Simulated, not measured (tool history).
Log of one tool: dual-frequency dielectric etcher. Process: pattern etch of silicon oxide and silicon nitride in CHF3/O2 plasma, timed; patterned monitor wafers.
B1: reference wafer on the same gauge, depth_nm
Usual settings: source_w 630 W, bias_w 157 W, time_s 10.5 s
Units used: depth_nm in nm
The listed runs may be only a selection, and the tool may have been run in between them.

{"run": 1, "hour": 0.0, "source_w": 630, "bias_w": 128, "time_s": 8.5, "B1": 14.2, "depth_nm": 12.74}
{"run": 2, "hour": 7.5, "source_w": 630, "bias_w": 157, "time_s": 10.5, "B1": 14.2, "depth_nm": 16.52}
{"run": 3, "hour": 17.4, "source_w": 630, "bias_w": 157, "time_s": 10.5, "B1": 14.2, "depth_nm": 16.56}
{"hour": 43.0, "done": "upper electrode replaced"}
{"run": 4, "hour": 63.1, "source_w": 630, "bias_w": 157, "time_s": 10.5, "B1": 14.21, "depth_nm": 16.52}
{"run": 5, "hour": 79.7, "source_w": 630, "bias_w": 157, "time_s": 9, "B1": 14.19, "depth_nm": 14.18}
{"run": 6, "hour": 91.4, "source_w": 630, "bias_w": 157, "time_s": 9, "B1": 14.2, "depth_nm": 14.17}
{"hour": 107.9, "done": "bias power generator calibrated"}
{"run": 7, "hour": 108.4, "source_w": 630, "bias_w": 157, "time_s": 9, "B1": 14.21, "depth_nm": 14.16}
{"run": 8, "hour": 115.9, "source_w": 630, "bias_w": 157, "time_s": 10.5, "B1": 14.2, "depth_nm": 16.56}
{"run": 9, "hour": 125.6, "source_w": 770, "bias_w": 157, "time_s": 10.5, "B1": 14.19, "depth_nm": 18.15}
{"run": 10, "hour": 138.4, "source_w": 630, "bias_w": 157, "time_s": 10.5, "B1": 14.2, "depth_nm": 16.51}
{"run": 11, "hour": 144.5, "source_w": 630, "bias_w": 157, "time_s": 10.5, "B1": 14.2, "depth_nm": 16.49}
{"run": 12, "hour": 154.6, "source_w": 630, "bias_w": 157, "time_s": 10.5, "B1": 14.2, "depth_nm": 16.51}
{"hour": 161.3, "done": "gauge calibrated"}
{"run": 13, "hour": 168.4, "source_w": 760, "bias_w": 133, "time_s": 9.5, "B1": 14.2, "depth_nm": 15.65}
{"run": 14, "hour": 182.2, "source_w": 580, "bias_w": 157, "time_s": 9.5, "B1": 14.19, "depth_nm": 14.32}
{"hour": 212.2, "done": "wet clean of the chamber"}
{"run": 15, "hour": 212.7, "source_w": 630, "bias_w": 157, "time_s": 10.5, "B1": 14.2, "depth_nm": 16.66}
{"run": 16, "hour": 213.1, "source_w": 630, "bias_w": 157, "time_s": 10.5, "B1": 14.2, "depth_nm": 16.71}
{"run": 17, "hour": 224.1, "source_w": 700, "bias_w": 178, "time_s": 12, "B1": 14.2, "depth_nm": 20.76}
{"run": 18, "hour": 233.9, "source_w": 680, "bias_w": 134, "time_s": 10.5, "B1": 14.2, "depth_nm": 16.67}
{"run": 19, "hour": 245.7, "source_w": 470, "bias_w": 189, "time_s": 10.5, "B1": 14.19, "depth_nm": 15.21}
{"run": 20, "hour": 254.4, "source_w": 630, "bias_w": 157, "time_s": 10.5, "B1": 14.2, "depth_nm": 16.68}
{"run": 21, "hour": 261.8, "source_w": 580, "bias_w": 189, "time_s": 10.5, "B1": 14.2, "depth_nm": 16.84}
{"run": 22, "hour": 270.6, "source_w": 730, "bias_w": 138, "time_s": 10.5, "B1": 14.2, "depth_nm": 17.34}
{"run": 23, "hour": 278.3, "source_w": 630, "bias_w": 126, "time_s": 11.5, "B1": 14.2, "depth_nm": 17.38}
{"run": 24, "hour": 296.2, "source_w": 630, "bias_w": 124, "time_s": 10.5, "B1": 14.2, "depth_nm": 15.77}
{"run": 25, "hour": 308.0, "source_w": 580, "bias_w": 157, "time_s": 9.5, "B1": 14.2, "depth_nm": 14.53}
{"run": 26, "hour": 315.8, "source_w": 630, "bias_w": 157, "time_s": 10.5, "B1": 14.21, "depth_nm": 16.67}
{"run": 27, "hour": 333.0, "source_w": 570, "bias_w": 126, "time_s": 10.5, "B1": 14.19, "depth_nm": 15.03}
{"run": 28, "hour": 340.0, "source_w": 560, "bias_w": 131, "time_s": 7.5, "B1": 14.2, "depth_nm": 10.75}
{"run": 29, "hour": 354.6, "source_w": 630, "bias_w": 145, "time_s": 10.5, "B1": 14.19, "depth_nm": 16.37}

5 options for the next run, each taken on its own from the tool as it stands now. Forecast them:
{"run": "A", "hour": 355.0, "source_w": 630, "bias_w": 157, "time_s": 9.5, "B1": "?", "depth_nm": "?"}
{"run": "B", "hour": 355.0, "source_w": 550, "bias_w": 141, "time_s": 8.5, "B1": "?", "depth_nm": "?"}
{"run": "C", "hour": 355.0, "source_w": 630, "bias_w": 122, "time_s": 8, "B1": "?", "depth_nm": "?"}
{"run": "D", "hour": 355.0, "source_w": 690, "bias_w": 157, "time_s": 11.5, "B1": "?", "depth_nm": "?"}
{"run": "E", "hour": 355.0, "source_w": 700, "bias_w": 190, "time_s": 11.5, "B1": "?", "depth_nm": "?"}

run=A B1=14.2 depth_nm=15.09
run=B B1=14.2 depth_nm=12.32
run=C B1=14.2 depth_nm=11.96
run=D B1=14.2 depth_nm=19.07
run=E B1=14.2 depth_nm=20.17
Without the tool's hidden state the same runs would have given:
run=A depth_nm=15.13
run=B depth_nm=12.35
run=C depth_nm=12
run=D depth_nm=19.12
run=E depth_nm=20.22
